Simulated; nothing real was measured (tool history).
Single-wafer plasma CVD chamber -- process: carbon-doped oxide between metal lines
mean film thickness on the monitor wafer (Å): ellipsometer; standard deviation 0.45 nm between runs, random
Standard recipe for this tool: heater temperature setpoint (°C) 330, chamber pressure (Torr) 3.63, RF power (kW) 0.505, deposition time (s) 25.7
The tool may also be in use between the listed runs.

run,day,heater temperature setpoint (°C),chamber pressure (Torr),RF power (kW),deposition time (s),"read-back reference wafer on the same gauge, thickness_nm",mean film thickness on the monitor wafer (Å)
1,0.000,330,3.63,0.505,25.7,145.009,1351.92
2,1.204,330,3.63,0.505,25.7,144.937,1335.82
3,2.338,330,3.63,0.570,25.7,144.938,1463.55
4,3.000,326,3.63,0.505,25.7,145.030,1365.88
5,3.592,326,3.63,0.505,25.7,144.933,1369.17
6,4.154,326,3.63,0.505,25.7,144.930,1370.62
7,4.700,330,3.63,0.505,25.7,144.889,1341.82
8,5.979,330,3.63,0.505,25.7,145.191,1343.75
9,7.167,320,3.63,0.505,23.2,144.947,1264.61
10,7.821,330,4.31,0.505,25.7,145.123,1362.65
11,8.400,330,4.31,0.505,25.7,145.072,1357.39
12,10.667,330,3.99,0.505,25.7,144.942,1345.73
13,11.729,330,3.99,0.505,25.7,144.970,1355.12
14,13.033,330,3.63,0.475,25.7,145.015,1275.40
15,14.304,330,3.63,0.505,25.7,144.864,1341.33
# day 16.504: gauge calibrated
# day 16.746: thermocouple changed; heater temperature recalibrated
16,16.954,330,3.63,0.470,21.0,145.068,1031.84
17,18.242,330,3.63,0.505,29.9,145.096,1549.24
18,19.329,330,4.31,0.505,25.7,145.056,1365.16
19,19.962,324,4.38,0.505,22.6,145.022,1240.56
# day 20.371: capacitance manometer re-zeroed and calibrated
20,20.508,330,3.63,0.580,23.2,144.904,1332.80
# day 23.367: RF generator calibrated
21,23.388,337,4.07,0.445,22.2,145.081,1067.16
# day 26.529: showerhead replaced
22,26.550,330,4.21,0.595,29.9,145.083,1816.43
23,26.904,330,3.63,0.505,25.7,144.951,1370.74
24,29.883,330,3.32,0.505,25.7,144.966,1358.59
25,30.700,330,3.63,0.505,25.7,145.191,1365.42
26,31.767,330,2.97,0.430,25.7,145.041,1186.93
27,32.888,320,3.63,0.505,25.7,144.947,1427.61
28,34.046,330,3.63,0.505,25.7,144.999,1367.07

Branching from run 28: 4 alternative next runs. What would each branch give?
A,34.062,330,3.63,0.505,21.3,?,?
B,34.062,330,3.63,0.425,24.3,?,?
C,34.062,330,3.14,0.470,28.9,?,?
D,34.062,326,3.16,0.410,25.7,?,?

run,"read-back reference wafer on the same gauge, thickness_nm",mean film thickness on the monitor wafer (Å)
A,145.129,1139.18
B,145.129,1131.07
C,145.129,1440.02
D,145.129,1162.81
Without the tool's unlogged condition, the same runs would have read:
run,mean film thickness on the monitor wafer (Å)
A,1148.33
B,1141.74
C,1451.76
D,1173.79
